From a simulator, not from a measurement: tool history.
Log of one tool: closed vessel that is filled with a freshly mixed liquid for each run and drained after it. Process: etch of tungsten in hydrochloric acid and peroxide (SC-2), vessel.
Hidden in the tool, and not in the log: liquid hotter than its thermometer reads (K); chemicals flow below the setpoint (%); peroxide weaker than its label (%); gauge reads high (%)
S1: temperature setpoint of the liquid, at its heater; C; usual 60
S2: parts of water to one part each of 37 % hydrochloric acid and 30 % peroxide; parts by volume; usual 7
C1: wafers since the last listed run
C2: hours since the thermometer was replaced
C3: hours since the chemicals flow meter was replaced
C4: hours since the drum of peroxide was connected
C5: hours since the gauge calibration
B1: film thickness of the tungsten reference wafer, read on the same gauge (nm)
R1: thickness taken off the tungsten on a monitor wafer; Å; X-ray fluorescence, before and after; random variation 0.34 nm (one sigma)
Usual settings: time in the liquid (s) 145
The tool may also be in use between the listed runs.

run 1 hour=0 | S1=60 S2=7 time_in_the_liquid_(s)=145 | C1=0 C2=2346.8 C3=1379.5 C4=690.4 C5=773.9 | B1=150.01 | R1=573
-- hour=17.9 new drum of peroxide connected
run 2 hour=35.1 | S1=60 S2=7 time_in_the_liquid_(s)=210 | C1=2192 C2=2381.9 C3=1414.6 C4=17.2 C5=809 | B1=150.01 | R1=822.8
run 3 hour=64.6 | S1=60 S2=7 time_in_the_liquid_(s)=210 | C1=1897 C2=2411.4 C3=1444.1 C4=46.7 C5=838.5 | B1=150.01 | R1=829.1
run 4 hour=96.3 | S1=60 S2=7 time_in_the_liquid_(s)=145 | C1=2038 C2=2443.1 C3=1475.8 C4=78.4 C5=870.2 | B1=150 | R1=569.4
run 5 hour=128.8 | S1=60 S2=7 time_in_the_liquid_(s)=145 | C1=2090 C2=2475.6 C3=1508.3 C4=110.9 C5=902.7 | B1=149.99 | R1=575.1
run 6 hour=153.8 | S1=60 S2=9.5 time_in_the_liquid_(s)=145 | C1=1607 C2=2500.6 C3=1533.3 C4=135.9 C5=927.7 | B1=150.02 | R1=445.4
run 7 hour=182.3 | S1=60 S2=9.5 time_in_the_liquid_(s)=145 | C1=1832 C2=2529.1 C3=1561.8 C4=164.4 C5=956.2 | B1=150 | R1=444.7
run 8 hour=213.2 | S1=60 S2=7 time_in_the_liquid_(s)=105 | C1=1987 C2=2560 C3=1592.7 C4=195.3 C5=987.1 | B1=150 | R1=410.4
run 9 hour=248.5 | S1=60 S2=7 time_in_the_liquid_(s)=105 | C1=2270 C2=2595.3 C3=1628 C4=230.6 C5=1022.4 | B1=150 | R1=412.3
run 10 hour=282.8 | S1=60 S2=7 time_in_the_liquid_(s)=145 | C1=2205 C2=2629.6 C3=1662.3 C4=264.9 C5=1056.7 | B1=149.99 | R1=575.5
run 11 hour=318.1 | S1=53 S2=7 time_in_the_liquid_(s)=145 | C1=2270 C2=2664.9 C3=1697.6 C4=300.2 C5=1092 | B1=150.01 | R1=362.3
run 12 hour=349.5 | S1=53 S2=7 time_in_the_liquid_(s)=145 | C1=2019 C2=2696.3 C3=1729 C4=331.6 C5=1123.4 | B1=150.01 | R1=362
run 13 hour=369.2 | S1=54.5 S2=7 time_in_the_liquid_(s)=145 | C1=1266 C2=2716 C3=1748.7 C4=351.3 C5=1143.1 | B1=150.01 | R1=401.1
-- hour=391.9 gauge calibrated
run 14 hour=404.9 | S1=60 S2=4 time_in_the_liquid_(s)=145 | C1=2295 C2=2751.7 C3=1784.4 C4=387 C5=13 | B1=149.99 | R1=855.2
run 15 hour=425.9 | S1=51.5 S2=6 time_in_the_liquid_(s)=80 | C1=1350 C2=2772.7 C3=1805.4 C4=408 C5=34 | B1=150.01 | R1=204.9
-- hour=430.1 thermometer replaced
run 16 hour=451.9 | S1=60 S2=5.5 time_in_the_liquid_(s)=145 | C1=1607 C2=21.8 C3=1831.4 C4=434 C5=60 | B1=150 | R1=681.4
run 17 hour=486.2 | S1=52.5 S2=7 time_in_the_liquid_(s)=105 | C1=2205 C2=56.1 C3=1865.7 C4=468.3 C5=94.3 | B1=150 | R1=256.2
run 18 hour=585.1 | S1=57.5 S2=10 time_in_the_liquid_(s)=200 | C1=6360 C2=155 C3=1964.6 C4=567.2 C5=193.2 | B1=150.01 | R1=500.4
-- hour=597.4 chemicals flow meter replaced
run 19 hour=618.8 | S1=60 S2=7 time_in_the_liquid_(s)=145 | C1=2102 C2=188.7 C3=21.4 C4=600.9 C5=226.9 | B1=149.99 | R1=574.1
run 20 hour=649.3 | S1=60 S2=7 time_in_the_liquid_(s)=145 | C1=1961 C2=219.2 C3=51.9 C4=631.4 C5=257.4 | B1=150.02 | R1=560.5
run 21 hour=667.6 | S1=56 S2=7 time_in_the_liquid_(s)=145 | C1=1176 C2=237.5 C3=70.2 C4=649.7 C5=275.7 | B1=149.98 | R1=437
-- hour=676.2 new drum of peroxide connected
run 22 hour=698.1 | S1=52.5 S2=7 time_in_the_liquid_(s)=145 | C1=1897 C2=268 C3=100.7 C4=21.9 C5=306.2 | B1=150.02 | R1=356.8
run 23 hour=728.8 | S1=67.5 S2=7 time_in_the_liquid_(s)=145 | C1=1974 C2=298.7 C3=131.4 C4=52.6 C5=336.9 | B1=150.01 | R1=896.3
run 24 hour=761.9 | S1=68.5 S2=7 time_in_the_liquid_(s)=110 | C1=2128 C2=331.8 C3=164.5 C4=85.7 C5=370 | B1=150 | R1=729.2
run 25 hour=775 | S1=68.5 S2=7 time_in_the_liquid_(s)=125 | C1=842 C2=344.9 C3=177.6 C4=98.8 C5=383.1 | B1=150 | R1=823
run 26 hour=794 | S1=50 S2=4 time_in_the_liquid_(s)=145 | C1=1221 C2=363.9 C3=196.6 C4=117.8 C5=402.1 | B1=150.01 | R1=448.1
run 27 hour=806.1 | S1=54.5 S2=4.5 time_in_the_liquid_(s)=145 | C1=778 C2=376 C3=208.7 C4=129.9 C5=414.2 | B1=150.02 | R1=555.5
run 28 hour=828.9 | S1=60 S2=7 time_in_the_liquid_(s)=145 | C1=1466 C2=398.8 C3=231.5 C4=152.7 C5=437 | B1=149.98 | R1=569.1
run 29 hour=844.4 | S1=60 S2=8.5 time_in_the_liquid_(s)=145 | C1=996 C2=414.3 C3=247 C4=168.2 C5=452.5 | B1=150.01 | R1=485.8
run 30 hour=865.5 | S1=64.5 S2=6 time_in_the_liquid_(s)=145 | C1=1356 C2=435.4 C3=268.1 C4=189.3 C5=473.6 | B1=149.99 | R1=846.8
run 31 hour=893.1 | S1=60 S2=7 time_in_the_liquid_(s)=145 | C1=1774 C2=463 C3=295.7 C4=216.9 C5=501.2 | B1=150.02 | R1=567.7

The tool's hidden state at each run:
liquid hotter than its thermometer reads (K): 0 in every run
chemicals flow below the setpoint (%): 0 in every run
peroxide weaker than its label (%): 0 in every run
gauge reads high (%): 0 in every run
